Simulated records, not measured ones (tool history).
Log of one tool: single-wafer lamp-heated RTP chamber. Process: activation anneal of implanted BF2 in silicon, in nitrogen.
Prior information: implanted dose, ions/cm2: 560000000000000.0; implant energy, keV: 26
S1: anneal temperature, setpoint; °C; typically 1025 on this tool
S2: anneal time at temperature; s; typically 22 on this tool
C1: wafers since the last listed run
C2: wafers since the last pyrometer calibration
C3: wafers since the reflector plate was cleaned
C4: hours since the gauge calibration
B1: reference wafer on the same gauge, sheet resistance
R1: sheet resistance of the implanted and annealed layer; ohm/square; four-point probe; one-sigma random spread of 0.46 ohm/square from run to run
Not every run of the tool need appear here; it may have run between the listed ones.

run,hour,S1,S2,C1,C2,C3,C4,B1,R1
1,0,1033,22,0,1523,4632,972.6,208.89,200.48
2,63.4,1025,18,1128,2651,5760,1036,209.04,204.3
3,137.2,1025,22,1313,3964,7074,1109.8,209.02,201.78
# hour 410.8: reflector plate cleaned
4,412.1,1025,22,4749,8714,22,1384.7,209.05,201.48
5,496.5,1025,22,1501,10216,1524,1469.1,209.11,200.19
6,575.7,1009,22,1409,11625,2933,1548.3,208.95,202.89
# hour 606.3: pyrometer window cleaned and pyrometer calibrated
7,642.5,1009,22,1046,644,3980,1615.1,209.03,205.71
8,729.9,1025,22,1555,2199,5535,1702.5,209,201.75
9,826.8,1025,22,1724,3923,7260,1799.4,209.08,202.91
# hour 893.3: gauge calibrated
10,908.6,1025,22,1455,5379,8715,15.3,208.98,201.88
11,982,1025,22,1306,6685,10021,88.7,209.01,201.24
# hour 1030.2: reflector plate cleaned
12,1030.7,1025,22,724,7409,9,137.4,209.01,201.14
13,1098,1008,22,1197,8607,1206,204.7,209.01,204.32
# hour 1150.3: pyrometer window cleaned and pyrometer calibrated
14,1198.7,1025,22,1649,861,2856,305.4,208.98,203.2
15,1263.8,1025,22,1158,2020,4014,370.5,209.02,202.76
16,1361.1,1025,22,1731,3751,5746,467.8,208.95,201.76
17,1468.5,1025,22,1911,5663,7657,575.2,208.9,202.32
18,1563.6,1001,12,1692,7355,9349,670.3,209.02,210.48
# hour 1573.2: reflector plate cleaned
19,1664.5,1025,30,1653,9008,1623,771.2,209.13,198.47
# hour 1676.1: pyrometer window cleaned and pyrometer calibrated
20,1771.9,1036,15,1768,1704,3392,878.6,209.03,202.7
21,1841.9,998,35,1245,2949,4638,948.6,209.07,206.54
22,1934.5,1050,31,1647,4597,6286,1041.2,208.98,195.6
23,2012.2,1053,22,1382,5980,7668,1118.9,209.04,197.35
24,2077.2,1007,27,1156,7137,8825,1183.9,208.93,203.88
# hour 2099.3: reflector plate cleaned
25,2125.3,1048,31,713,7850,462,1232,209.01,195.62
26,2164,1012,15,688,8539,1151,1270.7,209.01,206.31
27,2245,1004,18,1441,9980,2592,1351.7,208.98,206.66
28,2286.1,1025,22,731,10712,3324,1392.8,209.05,200.18
# hour 2334.2: pyrometer window cleaned and pyrometer calibrated
29,2334.7,1025,22,722,8,4046,1441.4,208.96,202.51
30,2369,1025,22,610,618,4657,1475.7,209.01,203.01
31,2405.6,1025,22,651,1269,5308,1512.3,209,202.15
32,2500.5,1025,22,1688,2958,6997,1607.2,208.98,203.44
33,2570.2,1025,22,1240,4199,8237,1676.9,208.98,202.61
34,2618.7,1025,22,863,5062,9100,1725.4,209.01,201.44
35,2676.7,1016,18,1032,6094,10132,1783.4,208.98,204.13
36,2730.8,996,11,962,7057,11095,1837.5,208.98,212.42

Subtracting, for every run, the result it would have given without the tool's unlogged condition from the measured result gives the following. The same run-to-run variation enters both numbers; the gauge's scatter may not:
What the log doesn't record here: true wafer temperature minus pyrometer reading, K; wafer temperature error from the tarnished reflector plate, K; gauge reads high (%).
run,R1
1,-0.37
2,-0.7
3,-0.96
4,-1.96
5,-2.23
6,-3.36
7,-0.51
8,-0.71
9,-1.09
10,-1.38
11,-1.65
12,-1.82
13,-2.84
14,-0.67
15,-0.92
16,-1.28
17,-1.68
18,-3.48
19,-2.21
20,-0.52
21,-1.54
22,-0.81
23,-0.92
24,-2.47
25,-1.32
26,-2.64
27,-3.52
28,-2.43
29,-0.17
30,-0.31
31,-0.45
32,-0.83
33,-1.1
34,-1.27
35,-1.76
36,-3.47
